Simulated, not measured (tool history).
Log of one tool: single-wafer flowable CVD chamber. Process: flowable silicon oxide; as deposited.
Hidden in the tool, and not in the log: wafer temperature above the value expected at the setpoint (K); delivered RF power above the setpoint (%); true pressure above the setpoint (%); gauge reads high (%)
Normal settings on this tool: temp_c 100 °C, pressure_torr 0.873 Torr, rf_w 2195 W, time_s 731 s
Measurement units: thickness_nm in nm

| run | hour | temp_c | pressure_torr | rf_w | time_s | wafers since the last listed run | hours since the last thermocouple change | hours since the last RF generator calibration | hours since the last manometer calibration | hours since the showerhead was replaced | hours since the gauge calibration | read-back reference wafer on the same gauge, thickness_nm | thickness_nm |
|---|---|---|---|---|---|---|---|---|---|---|---|---|---|
| 1 | 0.0 | 106 | 0.873 | 2195 | 731 | 0 | 2757.9 | 1113.4 | 810.2 | 5673.5 | 108.0 | 481.132 | 384.884 |
|  | 11.1 | capacitance manometer re-zeroed and calibrated |
|  | 22.0 | RF generator calibrated |
| 2 | 22.5 | 100 | 0.873 | 2195 | 731 | 19 | 2780.4 | 0.5 | 11.4 | 5696.0 | 130.5 | 482.157 | 469.400 |
| 3 | 28.9 | 100 | 0.873 | 2195 | 731 | 19 | 2786.8 | 6.9 | 17.8 | 5702.4 | 136.9 | 481.853 | 470.798 |
| 4 | 36.2 | 100 | 0.873 | 2195 | 731 | 21 | 2794.1 | 14.2 | 25.1 | 5709.7 | 144.2 | 480.685 | 464.618 |
| 5 | 53.8 | 100 | 0.873 | 2535 | 731 | 52 | 2811.7 | 31.8 | 42.7 | 5727.3 | 161.8 | 480.144 | 475.705 |
| 6 | 66.6 | 100 | 0.873 | 2535 | 731 | 38 | 2824.5 | 44.6 | 55.5 | 5740.1 | 174.6 | 482.210 | 479.378 |
| 7 | 80.3 | 100 | 0.873 | 2535 | 731 | 41 | 2838.2 | 58.3 | 69.2 | 5753.8 | 188.3 | 481.508 | 480.087 |
| 8 | 89.6 | 100 | 0.873 | 2195 | 731 | 27 | 2847.5 | 67.6 | 78.5 | 5763.1 | 197.6 | 481.114 | 469.224 |
| 9 | 99.6 | 100 | 0.873 | 2490 | 731 | 30 | 2857.5 | 77.6 | 88.5 | 5773.1 | 207.6 | 481.437 | 479.681 |
|  | 112.8 | thermocouple changed; heater temperature recalibrated |
| 10 | 113.3 | 91 | 0.873 | 2195 | 731 | 17 | 0.5 | 91.3 | 102.2 | 5786.8 | 221.3 | 482.390 | 661.242 |
| 11 | 117.8 | 100 | 0.873 | 2195 | 731 | 13 | 5.0 | 95.8 | 106.7 | 5791.3 | 225.8 | 481.221 | 471.109 |
|  | 126.7 | showerhead replaced |
| 12 | 129.4 | 100 | 0.796 | 2195 | 731 | 10 | 16.6 | 107.4 | 118.3 | 2.7 | 237.4 | 480.807 | 430.898 |
| 13 | 145.8 | 100 | 0.873 | 1950 | 731 | 49 | 33.0 | 123.8 | 134.7 | 19.1 | 253.8 | 481.130 | 459.141 |
| 14 | 159.1 | 88 | 0.688 | 1890 | 589 | 39 | 46.3 | 137.1 | 148.0 | 32.4 | 267.1 | 480.928 | 450.310 |
| 15 | 169.6 | 100 | 0.873 | 2195 | 731 | 31 | 56.8 | 147.6 | 158.5 | 42.9 | 277.6 | 481.081 | 468.059 |
| 16 | 176.6 | 100 | 0.873 | 2390 | 731 | 21 | 63.8 | 154.6 | 165.5 | 49.9 | 284.6 | 481.782 | 478.511 |
| 17 | 194.2 | 100 | 0.873 | 2195 | 731 | 52 | 81.4 | 172.2 | 183.1 | 67.5 | 302.2 | 480.932 | 470.591 |
|  | 200.7 | gauge calibrated |
| 18 | 206.6 | 106 | 1.042 | 2195 | 864 | 37 | 93.8 | 184.6 | 195.5 | 79.9 | 5.9 | 480.793 | 531.007 |
| 19 | 219.2 | 96 | 0.935 | 1985 | 587 | 37 | 106.4 | 197.2 | 208.1 | 92.5 | 18.5 | 482.390 | 462.585 |
| 20 | 232.0 | 100 | 0.873 | 2195 | 731 | 38 | 119.2 | 210.0 | 220.9 | 105.3 | 31.3 | 481.302 | 474.999 |
| 21 | 243.1 | 85 | 0.873 | 2440 | 731 | 33 | 130.3 | 221.1 | 232.0 | 116.4 | 42.4 | 481.707 | 830.743 |
| 22 | 258.7 | 100 | 0.711 | 2195 | 786 | 46 | 145.9 | 236.7 | 247.6 | 132.0 | 58.0 | 481.405 | 416.215 |
| 23 | 273.9 | 87 | 0.873 | 2195 | 731 | 45 | 161.1 | 251.9 | 262.8 | 147.2 | 73.2 | 480.234 | 757.692 |
| 24 | 285.7 | 100 | 0.873 | 2195 | 731 | 35 | 172.9 | 263.7 | 274.6 | 159.0 | 85.0 | 481.200 | 477.256 |
| 25 | 291.8 | 100 | 0.873 | 2195 | 731 | 18 | 179.0 | 269.8 | 280.7 | 165.1 | 91.1 | 480.479 | 475.867 |
| 26 | 303.1 | 100 | 1.007 | 2195 | 731 | 33 | 190.3 | 281.1 | 292.0 | 176.4 | 102.4 | 480.290 | 544.312 |
| 27 | 313.3 | 100 | 0.873 | 2195 | 731 | 30 | 200.5 | 291.3 | 302.2 | 186.6 | 112.6 | 480.751 | 477.645 |
| 28 | 325.5 | 100 | 0.748 | 2195 | 731 | 36 | 212.7 | 303.5 | 314.4 | 198.8 | 124.8 | 480.915 | 411.884 |

Alternative continuations, all from the tool just after run 28; predict every row:
| A | 326.1 | 92 | 0.873 | 2195 | 731 | 1 | 213.3 | 304.1 | 315.0 | 199.4 | 125.4 | ? | ? |
| B | 326.1 | 110 | 0.963 | 2045 | 694 | 1 | 213.3 | 304.1 | 315.0 | 199.4 | 125.4 | ? | ? |
| C | 326.1 | 93 | 0.722 | 2390 | 648 | 1 | 213.3 | 304.1 | 315.0 | 199.4 | 125.4 | ? | ? |
| D | 326.1 | 100 | 0.796 | 2630 | 731 | 1 | 213.3 | 304.1 | 315.0 | 199.4 | 125.4 | ? | ? |

| run | read-back reference wafer on the same gauge, thickness_nm | thickness_nm |
|---|---|---|
| A | 481.431 | 635.807 |
| B | 481.431 | 332.143 |
| C | 481.431 | 454.549 |
| D | 481.431 | 440.579 |
With the hidden condition removed and each run's random variation left untouched, the same runs would have given:
| run | thickness_nm |
|---|---|
| A | 618.673 |
| B | 323.351 |
| C | 441.547 |
| D | 428.339 |
